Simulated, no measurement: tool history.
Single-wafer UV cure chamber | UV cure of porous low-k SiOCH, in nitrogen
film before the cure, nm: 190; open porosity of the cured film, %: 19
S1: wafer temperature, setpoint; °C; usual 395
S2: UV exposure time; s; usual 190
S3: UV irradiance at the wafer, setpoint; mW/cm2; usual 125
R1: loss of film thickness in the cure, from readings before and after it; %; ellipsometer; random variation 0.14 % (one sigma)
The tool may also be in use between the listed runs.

run	hour	S1	S2	S3	R1
1	0.0	395	100	99	8.798
2	63.6	395	100	99	8.621
3	158.2	395	100	99	8.501
4	209.4	407	115	125	10.564
5	284.5	407	115	125	10.167
# hour 336.6: quartz window cleaned
6	363.3	407	115	125	10.461
7	438.0	395	190	125	12.350
8	500.8	395	190	155	13.215
9	674.3	395	190	155	13.185
# hour 750.0: quartz window cleaned
10	775.7	395	190	125	12.070
11	845.9	384	190	125	11.543
12	917.9	384	240	125	12.603
13	1008.0	395	190	125	11.740
14	1093.3	395	190	150	12.243
# hour 1108.3: quartz window cleaned
15	1130.2	395	290	95	11.849
# hour 1201.2: UV bulbs replaced
16	1401.0	382	160	157	12.837
17	1494.1	395	190	125	12.713
# hour 1513.0: quartz window cleaned
18	1756.7	403	135	98	10.082
19	1802.0	395	190	125	12.547
20	1850.0	395	190	125	12.488
# hour 1903.3: quartz window cleaned
21	1918.5	382	190	125	12.511

Some steps in R1 between neighbouring runs. How much of each would the tool show without its hidden state too (settings, what came in, random variation), and how much is left for the hidden state, with any gauge scatter that isn't in both results?
The hidden state here: lamp output below its setpoint, %; transmission lost against a clean window, %.
Run 8 -> 9: no setting changed, nothing entered. R1 -0.030 %: hidden state -0.203, all else +0.173.
Run 15 -> 16: S1 395 -> 382, S2 290 -> 160, S3 95 -> 157, UV bulbs replaced. R1 +0.988 %: hidden state +1.379, all else -0.391.
Run 17 -> 18: S1 395 -> 403, S2 190 -> 135, S3 125 -> 98, quartz window cleaned. R1 -2.631 %: hidden state -0.064, all else -2.567.
Run 18 -> 19: S1 403 -> 395, S2 135 -> 190, S3 98 -> 125. R1 +2.465 %: hidden state -0.030, all else +2.495.
